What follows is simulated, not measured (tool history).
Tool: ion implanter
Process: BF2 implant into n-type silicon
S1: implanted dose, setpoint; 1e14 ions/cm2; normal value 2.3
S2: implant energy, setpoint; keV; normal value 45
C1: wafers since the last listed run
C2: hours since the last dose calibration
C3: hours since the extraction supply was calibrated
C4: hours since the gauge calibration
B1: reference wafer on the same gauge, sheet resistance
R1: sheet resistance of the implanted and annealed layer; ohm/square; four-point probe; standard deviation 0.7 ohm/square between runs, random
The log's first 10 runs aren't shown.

run   hour    S1    S2    C1      C2      C3      C4      B1      R1
 11  228.7   2.3    45   242  1154.7  3553.7  1147.5  499.85  465.43
 12  241.1   2.3    45   222  1167.1  3566.1  1159.9  499.98  464.21
 13  269.7  2.63    50   513  1195.7  3594.7  1188.5  499.88  412.08
     285.8  -- Faraday cup replaced and dose calibrated
 14  299.6   2.3    45   393    13.8  3624.6  1218.4  499.95  469.46
 15  335.3  1.69    45   641    49.5  3660.3  1254.1   499.9  600.32
 16  364.3   2.3    38   520    78.5  3689.3  1283.1  499.84  477.94
 17  395.2  1.96    38   554   109.4  3720.2    1314  499.88  545.46
 18  420.6  1.64  33.5   456   134.8  3745.6  1339.4  499.97  636.94
 19  449.1  2.76    60   511   163.3  3774.1  1367.9  500.09  387.13
 20  482.5  2.05  29.5   599   196.7  3807.5  1401.3  499.95  538.22
 21  497.6  2.09    31   271   211.8  3822.6  1416.4  500.04  526.25
 22  525.4  1.97    45   499   239.6  3850.4  1444.2  499.97  530.18
 23  554.5   2.3    45   522   268.7  3879.5  1473.3  499.85  468.53
     572.2  -- extraction supply calibrated
 24  572.7   2.3    45   183   286.9     0.5  1491.5  500.22  468.89
     648.8  -- gauge calibrated
 25    675   2.3    45  1837   389.2   102.8    26.2  499.88  469.55
 26  709.8  2.95    40   624     424   137.6      61  500.05   384.3
 27  733.3   2.3    45   422   447.5   161.1    84.5  499.99  468.59
 28  746.1  2.77    45   229   460.3   173.9    97.3  499.99  400.83
 29  760.3   2.3    30   255   474.5   188.1   111.5  499.91  487.43
 30    775  2.99    45   263   489.2   202.8   126.2  499.88  374.99
 31  792.3  2.65  56.5   310   506.5   220.1   143.5  499.95  403.02

Run 32 comes next. What will it give?
 32  807.6  1.99  33.5  274  521.8  235.4  158.8   ?   ?

{"run 32": {"B1": 500.15, "R1": 543.81}}
The same run, on a tool lacking any hidden state, would have yielded R1 546.04 ohm/square.

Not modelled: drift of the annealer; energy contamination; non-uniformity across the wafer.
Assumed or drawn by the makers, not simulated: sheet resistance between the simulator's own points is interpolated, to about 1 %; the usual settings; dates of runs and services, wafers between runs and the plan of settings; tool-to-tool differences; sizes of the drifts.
